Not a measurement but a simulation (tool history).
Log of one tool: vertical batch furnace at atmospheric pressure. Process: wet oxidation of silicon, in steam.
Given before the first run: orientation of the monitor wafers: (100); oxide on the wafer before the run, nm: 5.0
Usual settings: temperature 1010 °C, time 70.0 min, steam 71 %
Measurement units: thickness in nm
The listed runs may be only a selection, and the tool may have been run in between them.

| run | hour | temperature | time | steam | read-back reference wafer on the same gauge, thickness | thickness |
|---|---|---|---|---|---|---|
| 1 | 0.0 | 1010 | 70.0 | 71 | 422.04 | 435.85 |
| 2 | 104.0 | 1010 | 70.0 | 71 | 421.47 | 437.76 |
| 3 | 186.4 | 1010 | 70.0 | 71 | 421.96 | 435.67 |
| 4 | 270.1 | 1010 | 70.0 | 71 | 422.12 | 436.93 |
| 5 | 351.5 | 1026 | 70.0 | 71 | 421.70 | 482.50 |
| 6 | 447.7 | 1026 | 70.0 | 71 | 422.68 | 483.87 |
| 7 | 503.0 | 1026 | 70.0 | 71 | 421.78 | 483.11 |
| 8 | 607.3 | 1010 | 70.0 | 74 | 422.25 | 451.02 |
| 9 | 704.3 | 1010 | 70.0 | 74 | 421.38 | 448.18 |
| 10 | 805.8 | 1010 | 70.0 | 71 | 421.89 | 435.41 |
| 11 | 862.7 | 1010 | 70.0 | 71 | 421.93 | 434.93 |
| 12 | 924.6 | 1010 | 70.0 | 71 | 421.25 | 434.53 |
| 13 | 1002.8 | 1010 | 70.0 | 71 | 421.87 | 436.56 |
| 14 | 1077.2 | 1010 | 70.0 | 71 | 422.13 | 440.43 |
|  | 1130.5 | gauge calibrated |
|  | 1170.4 | steam generator serviced |
| 15 | 1170.9 | 1010 | 70.0 | 71 | 422.04 | 439.36 |
| 16 | 1238.8 | 1010 | 70.0 | 71 | 422.06 | 438.46 |
| 17 | 1326.7 | 1010 | 70.0 | 71 | 422.22 | 435.66 |
| 18 | 1372.6 | 1001 | 82.5 | 71 | 421.91 | 455.42 |
| 19 | 1445.6 | 1000 | 36.0 | 63 | 421.49 | 233.04 |
|  | 1542.6 | thermocouples replaced and temperature profile calibrated |
| 20 | 1543.9 | 1023 | 79.5 | 71 | 422.08 | 526.13 |
| 21 | 1595.7 | 1002 | 60.0 | 71 | 421.47 | 378.83 |
| 22 | 1684.7 | 997 | 101.5 | 64 | 421.48 | 489.65 |
| 23 | 1805.9 | 1010 | 70.0 | 71 | 422.38 | 444.35 |
| 24 | 1881.6 | 1010 | 70.0 | 71 | 422.17 | 448.01 |
|  | 2012.2 | thermocouples replaced and temperature profile calibrated, repeated, since the last time left the tool worse |
| 25 | 2105.1 | 988 | 70.0 | 71 | 422.03 | 362.33 |
| 26 | 2186.7 | 1024 | 70.0 | 60 | 422.50 | 426.30 |
| 27 | 2245.4 | 1010 | 70.0 | 71 | 421.97 | 430.81 |
| 28 | 2306.6 | 1034 | 87.0 | 63 | 422.09 | 537.28 |
| 29 | 2403.2 | 1010 | 70.0 | 71 | 422.08 | 430.50 |
| 30 | 2489.8 | 990 | 39.0 | 60 | 422.28 | 213.52 |
| 31 | 2579.9 | 1025 | 40.0 | 78 | 422.26 | 352.52 |
| 32 | 2640.7 | 1010 | 70.0 | 71 | 422.03 | 431.73 |
| 33 | 2717.0 | 1010 | 70.0 | 71 | 421.66 | 433.40 |
| 34 | 2799.0 | 1010 | 42.5 | 71 | 422.39 | 308.11 |
|  | 2874.4 | steam generator serviced |
| 35 | 2874.9 | 1010 | 98.0 | 71 | 422.74 | 542.00 |
| 36 | 2940.1 | 1010 | 50.0 | 71 | 421.83 | 343.13 |
| 37 | 3000.3 | 1010 | 90.0 | 78 | 421.74 | 548.55 |
| 38 | 3083.0 | 1010 | 70.0 | 77 | 422.50 | 461.25 |

Hidden state or all else? Some run-to-run changes of thickness, split into what the settings, what came in and random variation would give without the hidden state, and what is left for the hidden state (with any gauge scatter that isn't in both results):
Hidden state at play: true tube temperature minus thermocouple reading, K; steam share off its setpoint, % of the setpoint; gauge reads high (%).
Run 18 -> 19: temperature 1001 -> 1000, time 82.5 -> 36.0, steam 71 -> 63. thickness -222.38 nm: hidden state -3.27, all else -219.11.
Run 19 -> 20: temperature 1000 -> 1023, time 36.0 -> 79.5, steam 63 -> 71, thermocouples replaced and temperature profile calibrated. thickness +293.09 nm: hidden state +10.79, all else +282.30.
Run 21 -> 22: temperature 1002 -> 997, time 60.0 -> 101.5, steam 71 -> 64. thickness +110.82 nm: hidden state +3.89, all else +106.93.
Run 24 -> 25: temperature 1010 -> 988, thermocouples replaced and temperature profile calibrated, repeated, since the last time left the tool worse. thickness -85.68 nm: hidden state -16.86, all else -68.82.
Run 34 -> 35: time 42.5 -> 98.0, steam generator serviced. thickness +233.89 nm: hidden state +2.36, all else +231.53.

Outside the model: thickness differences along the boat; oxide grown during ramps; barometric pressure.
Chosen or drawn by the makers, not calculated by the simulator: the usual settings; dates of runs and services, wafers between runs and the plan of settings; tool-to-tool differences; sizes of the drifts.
